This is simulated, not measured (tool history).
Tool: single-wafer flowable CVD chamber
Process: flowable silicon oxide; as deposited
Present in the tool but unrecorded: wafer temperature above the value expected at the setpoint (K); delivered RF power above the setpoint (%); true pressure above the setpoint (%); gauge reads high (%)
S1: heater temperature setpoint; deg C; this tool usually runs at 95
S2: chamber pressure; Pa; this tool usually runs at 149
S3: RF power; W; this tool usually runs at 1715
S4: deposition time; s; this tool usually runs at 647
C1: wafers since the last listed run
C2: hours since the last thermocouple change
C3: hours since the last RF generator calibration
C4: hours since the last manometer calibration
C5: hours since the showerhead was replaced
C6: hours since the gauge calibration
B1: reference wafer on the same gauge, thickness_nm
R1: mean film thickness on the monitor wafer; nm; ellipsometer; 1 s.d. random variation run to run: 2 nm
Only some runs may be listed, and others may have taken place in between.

run    hour   S1   S2    S3   S4   C1      C2      C3      C4      C5      C6       B1        R1
  1       0   95  149  1715  686    0   256.9   202.7   221.1    37.2  1976.5  658.324   738.711
  2    69.4   95  149  1715  647  156   326.3   272.1   290.5   106.6  2045.9  659.326   696.866
  3   172.5   89  149  1715  647  233   429.4   375.2   393.6   209.7    2149  659.454   859.359
      208.6  -- gauge calibrated
  4     242   89  149  1715  647  157   498.9   444.7   463.1   279.2    33.4  659.224   863.055
  5   322.5   95  149  1715  775  182   579.4   525.2   543.6   359.7   113.9  658.835   833.767
  6   389.1   80  176  1715  647  150     646   591.8   610.2   426.3   180.5  658.619  1341.942
  7   458.9  100  168  1715  647  157   715.8   661.6     680   496.1   250.3  658.522   662.189
  8   530.5  110  120  1575  542  161   787.4   733.2   751.6   567.7   321.9  659.299   272.036
  9   631.8  104  149  1870  647  229   888.7   834.5   852.9     669   423.2  658.785   520.875
 10   739.3   95  149  1715  647  243   996.2     942   960.4   776.5   530.7  658.725   699.244
 11     829   86  149  1715  560  202  1085.9  1031.7  1050.1   866.2   620.4  658.873   818.512
 12   930.3   95  149  1715  647  229  1187.2    1133  1151.4   967.5   721.7  658.564   700.212
 13   994.4   95  179  1815  549  144  1251.3  1197.1  1215.5  1031.6   785.8  659.206   713.135
     1056.5  -- thermocouple changed; heater temperature recalibrated
 14  1091.6  102  149  1715  647  201    35.1  1294.3  1312.7  1128.8     883  658.923   549.301
     1109.3  -- capacitance manometer re-zeroed and calibrated
 15  1156.6   91  173  1950  703  128   100.1  1359.3    47.3  1193.8     948  659.163  1026.189
 16    1416   95  149  1715  647  586   359.5  1618.7   306.7  1453.2  1207.4  658.531    692.44
 17    1471   95  159  1545  770  124   414.5  1673.7   361.7  1508.2  1262.4  659.123   852.636
 18  1549.4  107  149  1715  583  177   492.9  1752.1   440.1  1586.6  1340.8  659.124   410.834
 19  1621.1   95  149  1715  775  162   564.6  1823.8   511.8  1658.3  1412.5  658.984   833.386
 20  1657.2   88  149  1715  775   81   600.7  1859.9   547.9  1694.4  1448.6  659.038  1054.436
 21    1737   95  172  1860  774  180   680.5  1939.7   627.7  1774.2  1528.4  659.066   973.755
 22  1781.8   95  149  1715  647  101   725.3  1984.5   672.5    1819  1573.2  658.836   698.549
 23  1880.5   95  115  1715  544  223     824  2083.2   771.2  1917.7  1671.9  659.087   443.281
 24  1948.3   95  149  2030  526  153   891.8    2151     839  1985.5  1739.7  658.865   585.202
 25  1992.6  108  163  1715  720  100   936.1  2195.3   883.3  2029.8    1784  658.854   535.106
 26  2049.9   95  149  1715  647  129   993.4  2252.6   940.6  2087.1  1841.3  658.757   696.364
     2074.7  -- RF generator calibrated
 27  2131.5   90  129  1875  595  166    1075    56.8  1022.2  2168.7  1922.9  658.873   683.986

What if the next run were any one of these 5? Each begins from the tool's condition after run 27:
  A  2132.1   95  149  1715  647   1  1075.6  57.4  1022.8  2169.3  1923.5   ?   ?
  B  2132.1   95  149  1580  647   1  1075.6  57.4  1022.8  2169.3  1923.5   ?   ?
  C  2132.1   95  149  1715  695   1  1075.6  57.4  1022.8  2169.3  1923.5   ?   ?
  D  2132.1  100  120  1945  647   1  1075.6  57.4  1022.8  2169.3  1923.5   ?   ?
  E  2132.1  109  173  1915  531   1  1075.6  57.4  1022.8  2169.3  1923.5   ?   ?

run       B1       R1
  A  659.253  710.441
  B  659.253  699.206
  C  659.253  763.147
  D  659.253   488.27
  E  659.253  422.829
Stripped of hidden state, with their random variation kept, the same runs would have yielded:
run       R1
  A  694.427
  B  683.446
  C  745.946
  D  475.803
  E  414.488

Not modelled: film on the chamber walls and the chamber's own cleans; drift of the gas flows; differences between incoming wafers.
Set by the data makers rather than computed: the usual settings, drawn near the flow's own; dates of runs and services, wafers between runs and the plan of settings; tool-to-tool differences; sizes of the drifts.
